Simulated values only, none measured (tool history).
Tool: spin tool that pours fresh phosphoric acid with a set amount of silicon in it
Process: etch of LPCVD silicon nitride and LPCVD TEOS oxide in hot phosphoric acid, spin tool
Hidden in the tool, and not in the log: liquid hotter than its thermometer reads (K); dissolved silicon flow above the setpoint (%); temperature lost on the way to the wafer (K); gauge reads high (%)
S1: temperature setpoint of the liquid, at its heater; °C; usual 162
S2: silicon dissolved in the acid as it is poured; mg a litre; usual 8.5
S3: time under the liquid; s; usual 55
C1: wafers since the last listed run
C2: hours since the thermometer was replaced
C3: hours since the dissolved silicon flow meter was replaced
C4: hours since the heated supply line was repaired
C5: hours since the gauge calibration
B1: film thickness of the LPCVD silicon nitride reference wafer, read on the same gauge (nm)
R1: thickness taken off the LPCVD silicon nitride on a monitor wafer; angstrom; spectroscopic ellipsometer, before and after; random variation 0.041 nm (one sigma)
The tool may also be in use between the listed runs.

{"run": 1, "hour": 0.0, "S1": 162, "S2": 8.5, "S3": 55, "C1": 0, "C2": 622.1, "C3": 1097.7, "C4": 0.4, "C5": 44.3, "B1": 130.007, "R1": 45.39}
{"run": 2, "hour": 59.9, "S1": 162, "S2": 13.5, "S3": 55, "C1": 807, "C2": 682, "C3": 1157.6, "C4": 60.3, "C5": 104.2, "B1": 129.997, "R1": 45.84}
{"run": 3, "hour": 107.2, "S1": 162, "S2": 2, "S3": 55, "C1": 637, "C2": 729.3, "C3": 1204.9, "C4": 107.6, "C5": 151.5, "B1": 129.998, "R1": 45.22}
{"run": 4, "hour": 173.7, "S1": 164.5, "S2": 6.5, "S3": 55, "C1": 896, "C2": 795.8, "C3": 1271.4, "C4": 174.1, "C5": 218, "B1": 130.012, "R1": 49.2}
{"hour": 177.7, "done": "thermometer replaced"}
{"run": 5, "hour": 237.7, "S1": 164.5, "S2": 13.5, "S3": 35, "C1": 849, "C2": 60, "C3": 1335.4, "C4": 238.1, "C5": 282, "B1": 130.002, "R1": 30.86}
{"run": 6, "hour": 267.7, "S1": 162, "S2": 10.5, "S3": 40, "C1": 404, "C2": 90, "C3": 1365.4, "C4": 268.1, "C5": 312, "B1": 129.995, "R1": 32.88}
{"run": 7, "hour": 301.8, "S1": 162, "S2": 8.5, "S3": 55, "C1": 459, "C2": 124.1, "C3": 1399.5, "C4": 302.2, "C5": 346.1, "B1": 129.991, "R1": 45.18}
{"run": 8, "hour": 327.4, "S1": 165, "S2": 8.5, "S3": 55, "C1": 345, "C2": 149.7, "C3": 1425.1, "C4": 327.8, "C5": 371.7, "B1": 129.996, "R1": 49.57}
{"run": 9, "hour": 375.5, "S1": 162, "S2": 8.5, "S3": 55, "C1": 648, "C2": 197.8, "C3": 1473.2, "C4": 375.9, "C5": 419.8, "B1": 129.99, "R1": 44.05}
{"run": 10, "hour": 407.3, "S1": 162, "S2": 8.5, "S3": 40, "C1": 428, "C2": 229.6, "C3": 1505, "C4": 407.7, "C5": 451.6, "B1": 129.977, "R1": 33.1}
{"run": 11, "hour": 459.3, "S1": 163, "S2": 13, "S3": 90, "C1": 700, "C2": 281.6, "C3": 1557, "C4": 459.7, "C5": 503.6, "B1": 129.99, "R1": 75.88}
{"run": 12, "hour": 620.2, "S1": 164, "S2": 10.5, "S3": 85, "C1": 2168, "C2": 442.5, "C3": 1717.9, "C4": 620.6, "C5": 664.5, "B1": 130.023, "R1": 74.19}
{"run": 13, "hour": 655.8, "S1": 162, "S2": 6, "S3": 55, "C1": 479, "C2": 478.1, "C3": 1753.5, "C4": 656.2, "C5": 700.1, "B1": 130.01, "R1": 44.49}
{"run": 14, "hour": 691.6, "S1": 163, "S2": 5.5, "S3": 35, "C1": 482, "C2": 513.9, "C3": 1789.3, "C4": 692, "C5": 735.9, "B1": 130.004, "R1": 29.58}
{"hour": 715.3, "done": "dissolved silicon flow meter replaced"}
{"run": 15, "hour": 737.5, "S1": 162, "S2": 8.5, "S3": 55, "C1": 605, "C2": 559.8, "C3": 22.2, "C4": 737.9, "C5": 781.8, "B1": 130.005, "R1": 44.38}
{"run": 16, "hour": 761.6, "S1": 162, "S2": 8.5, "S3": 55, "C1": 324, "C2": 583.9, "C3": 46.3, "C4": 762, "C5": 805.9, "B1": 129.988, "R1": 44.85}
{"run": 17, "hour": 824.7, "S1": 159.5, "S2": 12, "S3": 70, "C1": 850, "C2": 647, "C3": 109.4, "C4": 825.1, "C5": 869, "B1": 130.03, "R1": 51.96}
{"run": 18, "hour": 876.4, "S1": 162, "S2": 8.5, "S3": 35, "C1": 696, "C2": 698.7, "C3": 161.1, "C4": 876.8, "C5": 920.7, "B1": 129.997, "R1": 28.56}
{"hour": 940.1, "done": "thermometer replaced"}
{"run": 19, "hour": 1065.7, "S1": 160.5, "S2": 12, "S3": 70, "C1": 2537, "C2": 125.6, "C3": 350.4, "C4": 1066.1, "C5": 1110, "B1": 129.993, "R1": 53.07}
{"run": 20, "hour": 1109.6, "S1": 162, "S2": 8.5, "S3": 55, "C1": 591, "C2": 169.5, "C3": 394.3, "C4": 1110, "C5": 1153.9, "B1": 130.002, "R1": 44.94}
{"run": 21, "hour": 1155.7, "S1": 162, "S2": 8.5, "S3": 90, "C1": 621, "C2": 215.6, "C3": 440.4, "C4": 1156.1, "C5": 1200, "B1": 129.991, "R1": 72.85}

The tool's hidden state at each run:
liquid hotter than its thermometer reads (K): 0 in every run
dissolved silicon flow above the setpoint (%): 0 in every run
gauge reads high (%): 0 in every run
H1: temperature lost on the way to the wafer (K)
run=1 H1=0.0546
run=2 H1=0.103
run=3 H1=0.14
run=4 H1=0.194
run=5 H1=0.245
run=6 H1=0.269
run=7 H1=0.296
run=8 H1=0.317
run=9 H1=0.355
run=10 H1=0.381
run=11 H1=0.423
run=12 H1=0.552
run=13 H1=0.58
run=14 H1=0.609
run=15 H1=0.646
run=16 H1=0.665
run=17 H1=0.715
run=18 H1=0.757
run=19 H1=0.909
run=20 H1=0.944
run=21 H1=0.981

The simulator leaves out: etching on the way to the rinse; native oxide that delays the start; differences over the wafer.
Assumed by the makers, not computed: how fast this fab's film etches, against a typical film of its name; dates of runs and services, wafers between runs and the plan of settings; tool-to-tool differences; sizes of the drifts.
